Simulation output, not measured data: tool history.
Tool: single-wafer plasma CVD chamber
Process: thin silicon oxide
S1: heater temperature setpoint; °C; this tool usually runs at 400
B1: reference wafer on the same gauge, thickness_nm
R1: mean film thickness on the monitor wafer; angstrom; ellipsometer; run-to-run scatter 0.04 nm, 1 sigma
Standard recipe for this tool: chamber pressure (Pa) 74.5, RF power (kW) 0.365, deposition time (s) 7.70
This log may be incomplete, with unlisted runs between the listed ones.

run 1 hour=0.0 | S1=409 chamber_pressure_(Pa)=74.5 RF_power_(kW)=0.365 deposition_time_(s)=7.70 | B1=11.277 | R1=105.15
run 2 hour=17.7 | S1=400 chamber_pressure_(Pa)=74.5 RF_power_(kW)=0.365 deposition_time_(s)=7.70 | B1=11.278 | R1=104.69
run 3 hour=36.7 | S1=400 chamber_pressure_(Pa)=74.5 RF_power_(kW)=0.365 deposition_time_(s)=7.70 | B1=11.253 | R1=104.44
run 4 hour=55.3 | S1=400 chamber_pressure_(Pa)=74.5 RF_power_(kW)=0.365 deposition_time_(s)=7.70 | B1=11.253 | R1=104.53
run 5 hour=82.4 | S1=400 chamber_pressure_(Pa)=74.5 RF_power_(kW)=0.365 deposition_time_(s)=7.70 | B1=11.223 | R1=104.73
run 6 hour=98.0 | S1=400 chamber_pressure_(Pa)=74.5 RF_power_(kW)=0.365 deposition_time_(s)=7.70 | B1=11.205 | R1=104.61
run 7 hour=131.5 | S1=400 chamber_pressure_(Pa)=74.5 RF_power_(kW)=0.365 deposition_time_(s)=7.70 | B1=11.193 | R1=103.35
-- hour=149.6 gauge calibrated
run 8 hour=150.4 | S1=400 chamber_pressure_(Pa)=74.5 RF_power_(kW)=0.365 deposition_time_(s)=7.70 | B1=11.366 | R1=105.53
run 9 hour=216.0 | S1=400 chamber_pressure_(Pa)=74.5 RF_power_(kW)=0.365 deposition_time_(s)=7.70 | B1=11.357 | R1=106.30
run 10 hour=241.5 | S1=400 chamber_pressure_(Pa)=74.5 RF_power_(kW)=0.365 deposition_time_(s)=7.70 | B1=11.359 | R1=105.82
run 11 hour=265.0 | S1=400 chamber_pressure_(Pa)=74.5 RF_power_(kW)=0.365 deposition_time_(s)=7.70 | B1=11.355 | R1=105.13
-- hour=273.6 showerhead replaced
-- hour=286.5 capacitance manometer re-zeroed and calibrated
run 12 hour=287.0 | S1=400 chamber_pressure_(Pa)=74.5 RF_power_(kW)=0.365 deposition_time_(s)=8.44 | B1=11.349 | R1=116.26
run 13 hour=309.2 | S1=400 chamber_pressure_(Pa)=69.1 RF_power_(kW)=0.345 deposition_time_(s)=7.70 | B1=11.340 | R1=96.68
run 14 hour=329.1 | S1=400 chamber_pressure_(Pa)=88.7 RF_power_(kW)=0.365 deposition_time_(s)=7.70 | B1=11.337 | R1=124.13
run 15 hour=353.2 | S1=400 chamber_pressure_(Pa)=90.5 RF_power_(kW)=0.410 deposition_time_(s)=7.16 | B1=11.321 | R1=122.35
run 16 hour=368.5 | S1=400 chamber_pressure_(Pa)=74.5 RF_power_(kW)=0.365 deposition_time_(s)=6.68 | B1=11.310 | R1=91.68
-- hour=388.2 RF generator calibrated
run 17 hour=393.0 | S1=407 chamber_pressure_(Pa)=90.3 RF_power_(kW)=0.365 deposition_time_(s)=7.70 | B1=11.299 | R1=124.19
run 18 hour=426.1 | S1=400 chamber_pressure_(Pa)=74.5 RF_power_(kW)=0.365 deposition_time_(s)=7.70 | B1=11.271 | R1=104.13
run 19 hour=452.3 | S1=400 chamber_pressure_(Pa)=74.5 RF_power_(kW)=0.365 deposition_time_(s)=7.70 | B1=11.239 | R1=104.90
-- hour=454.2 gauge calibrated
run 20 hour=465.8 | S1=406 chamber_pressure_(Pa)=63.7 RF_power_(kW)=0.365 deposition_time_(s)=8.26 | B1=11.405 | R1=98.45

What does the tool deliver on the next run?
-- hour=474.4 thermocouple changed; heater temperature recalibrated
run 21 hour=483.0 | S1=400 chamber_pressure_(Pa)=74.5 RF_power_(kW)=0.405 deposition_time_(s)=8.45 | B1=? | R1=?

B1: 11.405
R1: 120.45 angstrom
If the tool had no hidden condition, the same run with the same run-to-run variation would have returned R1 120.36 angstrom.
